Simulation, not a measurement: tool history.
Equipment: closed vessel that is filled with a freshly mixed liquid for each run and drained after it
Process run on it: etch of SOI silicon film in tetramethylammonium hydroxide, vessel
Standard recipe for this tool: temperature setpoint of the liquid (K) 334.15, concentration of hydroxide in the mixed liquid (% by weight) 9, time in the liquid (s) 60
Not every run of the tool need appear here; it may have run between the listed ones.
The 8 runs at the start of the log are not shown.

run,hour,temperature setpoint of the liquid (K),concentration of hydroxide in the mixed liquid (% by weight),time in the liquid (s),"read-back film thickness of the SOI silicon film reference wafer, read on the same gauge (nm)",thickness taken off the SOI silicon film on a monitor wafer (Å)
# hour 661.8: thermometer replaced
9,681.7,338.65,9,60,49.99,3071.4
10,776.5,334.15,7,80,50.02,3364.6
11,881.2,334.15,7,80,50.05,3388.1
12,971.8,334.15,9,60,50.01,2315.1
# hour 982: hydroxide flow meter replaced
13,1017.2,330.15,9,40,50.05,1235
14,1094.4,334.15,9,90,49.99,3561.3
# hour 1145.1: gauge calibrated
15,1201.3,329.15,11.5,40,50.01,1066.8
16,1308.7,334.15,9,60,50.01,2366.5
17,1346,334.15,9,60,50,2357.9
18,1426.4,334.15,9,30,50.02,1181.8
19,1525.9,334.15,10,75,49.99,2826
# hour 1550.5: thermometer replaced
20,1570.7,334.15,9,30,49.99,1173
21,1627.4,327.65,6.5,35,50.01,1007.6
22,1701,334.15,7.5,60,49.98,2506.3
23,1799.3,334.15,9,60,50,2349.5
24,1876.9,334.15,9,60,50,2334.1
25,1972.8,331.65,9,60,49.96,1974.4
26,2072.1,334.15,9,80,50,3080.4
# hour 2105.3: hydroxide flow meter replaced
27,2142,337.15,9.5,40,50.03,1873.5
28,2212.4,327.15,10.5,90,49.99,2188
29,2309.8,328.15,9,60,49.97,1640
30,2409.8,327.15,9,95,50.01,2408.6
31,2447.4,334.15,9,60,50.01,2382.5
32,2519,334.15,9,60,50,2340.7
# hour 2524.2: thermometer replaced
33,2608,329.15,9,45,49.97,1281.3

Forecast each of these 4 alternatives for the next run:
A,2608.7,334.15,9,60,?,?
B,2608.7,334.15,11.5,80,?,?
C,2608.7,330.65,10.5,80,?,?
D,2608.7,336.15,11.5,85,?,?

run,"read-back film thickness of the SOI silicon film reference wafer, read on the same gauge (nm)",thickness taken off the SOI silicon film on a monitor wafer (Å)
A,49.96,2387.5
B,49.96,2906.3
C,49.96,2415.7
D,49.96,3492.5
With no hidden state in the tool, these same runs would have given:
run,thickness taken off the SOI silicon film on a monitor wafer (Å)
A,2435.6
B,2968
C,2460.8
D,3566.5
